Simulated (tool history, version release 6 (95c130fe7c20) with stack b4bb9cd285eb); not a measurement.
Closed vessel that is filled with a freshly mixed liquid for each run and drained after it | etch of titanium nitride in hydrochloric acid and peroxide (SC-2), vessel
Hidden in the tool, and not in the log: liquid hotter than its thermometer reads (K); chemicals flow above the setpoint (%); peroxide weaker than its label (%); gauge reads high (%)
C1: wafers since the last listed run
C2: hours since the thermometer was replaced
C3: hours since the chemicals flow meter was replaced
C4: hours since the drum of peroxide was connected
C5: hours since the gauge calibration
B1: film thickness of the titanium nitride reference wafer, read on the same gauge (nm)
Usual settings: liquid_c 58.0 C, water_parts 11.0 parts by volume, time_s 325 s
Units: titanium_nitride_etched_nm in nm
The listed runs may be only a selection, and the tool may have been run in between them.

{"run": 1, "hour": 0.0, "liquid_c": 63.5, "water_parts": 11.0, "time_s": 325, "C1": 0, "C2": 1877.0, "C3": 152.5, "C4": 1274.8, "C5": 386.8, "B1": 100.01, "titanium_nitride_etched_nm": 16.85}
{"run": 2, "hour": 28.8, "liquid_c": 63.5, "water_parts": 11.0, "time_s": 325, "C1": 2267, "C2": 1905.8, "C3": 181.3, "C4": 1303.6, "C5": 415.6, "B1": 100.01, "titanium_nitride_etched_nm": 16.72}
{"run": 3, "hour": 53.9, "liquid_c": 58.0, "water_parts": 11.0, "time_s": 325, "C1": 1976, "C2": 1930.9, "C3": 206.4, "C4": 1328.7, "C5": 440.7, "B1": 99.98, "titanium_nitride_etched_nm": 11.97}
{"hour": 56.6, "done": "gauge calibrated"}
{"run": 4, "hour": 72.3, "liquid_c": 58.0, "water_parts": 11.0, "time_s": 325, "C1": 1448, "C2": 1949.3, "C3": 224.8, "C4": 1347.1, "C5": 15.7, "B1": 99.99, "titanium_nitride_etched_nm": 12.02}
{"run": 5, "hour": 106.0, "liquid_c": 58.0, "water_parts": 11.0, "time_s": 325, "C1": 2653, "C2": 1983.0, "C3": 258.5, "C4": 1380.8, "C5": 49.4, "B1": 100.01, "titanium_nitride_etched_nm": 11.86}
{"run": 6, "hour": 139.5, "liquid_c": 58.0, "water_parts": 11.0, "time_s": 325, "C1": 2638, "C2": 2016.5, "C3": 292.0, "C4": 1414.3, "C5": 82.9, "B1": 100.0, "titanium_nitride_etched_nm": 11.92}
{"run": 7, "hour": 169.7, "liquid_c": 58.0, "water_parts": 11.0, "time_s": 175, "C1": 2378, "C2": 2046.7, "C3": 322.2, "C4": 1444.5, "C5": 113.1, "B1": 99.98, "titanium_nitride_etched_nm": 6.53}
{"run": 8, "hour": 191.8, "liquid_c": 58.0, "water_parts": 11.0, "time_s": 175, "C1": 1740, "C2": 2068.8, "C3": 344.3, "C4": 1466.6, "C5": 135.2, "B1": 100.0, "titanium_nitride_etched_nm": 6.63}
{"run": 9, "hour": 207.1, "liquid_c": 58.0, "water_parts": 11.0, "time_s": 175, "C1": 1204, "C2": 2084.1, "C3": 359.6, "C4": 1481.9, "C5": 150.5, "B1": 100.01, "titanium_nitride_etched_nm": 6.57}
{"run": 10, "hour": 235.2, "liquid_c": 64.5, "water_parts": 11.0, "time_s": 325, "C1": 2212, "C2": 2112.2, "C3": 387.7, "C4": 1510.0, "C5": 178.6, "B1": 100.02, "titanium_nitride_etched_nm": 18.24}
{"run": 11, "hour": 255.8, "liquid_c": 55.0, "water_parts": 13.0, "time_s": 325, "C1": 1622, "C2": 2132.8, "C3": 408.3, "C4": 1530.6, "C5": 199.2, "B1": 99.98, "titanium_nitride_etched_nm": 8.71}
{"run": 12, "hour": 293.9, "liquid_c": 55.0, "water_parts": 13.0, "time_s": 325, "C1": 3000, "C2": 2170.9, "C3": 446.4, "C4": 1568.7, "C5": 237.3, "B1": 100.03, "titanium_nitride_etched_nm": 8.74}
{"hour": 305.9, "done": "thermometer replaced"}
{"hour": 316.5, "done": "chemicals flow meter replaced"}
{"run": 13, "hour": 324.8, "liquid_c": 58.0, "water_parts": 11.0, "time_s": 145, "C1": 2275, "C2": 18.9, "C3": 8.3, "C4": 1599.6, "C5": 268.2, "B1": 99.98, "titanium_nitride_etched_nm": 5.7}
{"run": 14, "hour": 358.6, "liquid_c": 48.0, "water_parts": 15.5, "time_s": 385, "C1": 2661, "C2": 52.7, "C3": 42.1, "C4": 1633.4, "C5": 302.0, "B1": 100.0, "titanium_nitride_etched_nm": 5.8}
{"hour": 388.0, "done": "new drum of peroxide connected"}
{"run": 15, "hour": 390.3, "liquid_c": 50.5, "water_parts": 13.5, "time_s": 140, "C1": 2417, "C2": 84.4, "C3": 73.8, "C4": 2.3, "C5": 333.7, "B1": 100.01, "titanium_nitride_etched_nm": 2.86}
{"run": 16, "hour": 405.2, "liquid_c": 50.0, "water_parts": 11.0, "time_s": 225, "C1": 1173, "C2": 99.3, "C3": 88.7, "C4": 17.2, "C5": 348.6, "B1": 99.99, "titanium_nitride_etched_nm": 5.21}
{"run": 17, "hour": 418.7, "liquid_c": 58.0, "water_parts": 11.0, "time_s": 460, "C1": 1063, "C2": 112.8, "C3": 102.2, "C4": 30.7, "C5": 362.1, "B1": 99.98, "titanium_nitride_etched_nm": 17.94}
{"hour": 422.2, "done": "gauge calibrated"}
{"run": 18, "hour": 436.5, "liquid_c": 58.0, "water_parts": 11.0, "time_s": 215, "C1": 1401, "C2": 130.6, "C3": 120.0, "C4": 48.5, "C5": 14.3, "B1": 100.0, "titanium_nitride_etched_nm": 8.51}
{"hour": 459.2, "done": "chemicals flow meter replaced, repeated, since the last time left the tool worse"}
{"run": 19, "hour": 471.2, "liquid_c": 58.0, "water_parts": 14.0, "time_s": 160, "C1": 2653, "C2": 165.3, "C3": 12.0, "C4": 83.2, "C5": 49.0, "B1": 100.01, "titanium_nitride_etched_nm": 4.61}
{"run": 20, "hour": 491.6, "liquid_c": 58.0, "water_parts": 11.0, "time_s": 480, "C1": 1606, "C2": 185.7, "C3": 32.4, "C4": 103.6, "C5": 69.4, "B1": 100.01, "titanium_nitride_etched_nm": 17.39}
{"run": 21, "hour": 519.3, "liquid_c": 58.0, "water_parts": 11.0, "time_s": 215, "C1": 2181, "C2": 213.4, "C3": 60.1, "C4": 131.3, "C5": 97.1, "B1": 99.99, "titanium_nitride_etched_nm": 7.68}

Forecast run 22:
{"run": 22, "hour": 545.2, "liquid_c": 64.0, "water_parts": 13.5, "time_s": 160, "C1": 2039, "C2": 239.3, "C3": 86.0, "C4": 157.2, "C5": 123.0, "B1": "?", "titanium_nitride_etched_nm": "?"}

{"run 22": {"B1": 100.01, "titanium_nitride_etched_nm": 7.08}}
With no hidden state in the tool, this same run would have given titanium_nitride_etched_nm 6.99 nm.
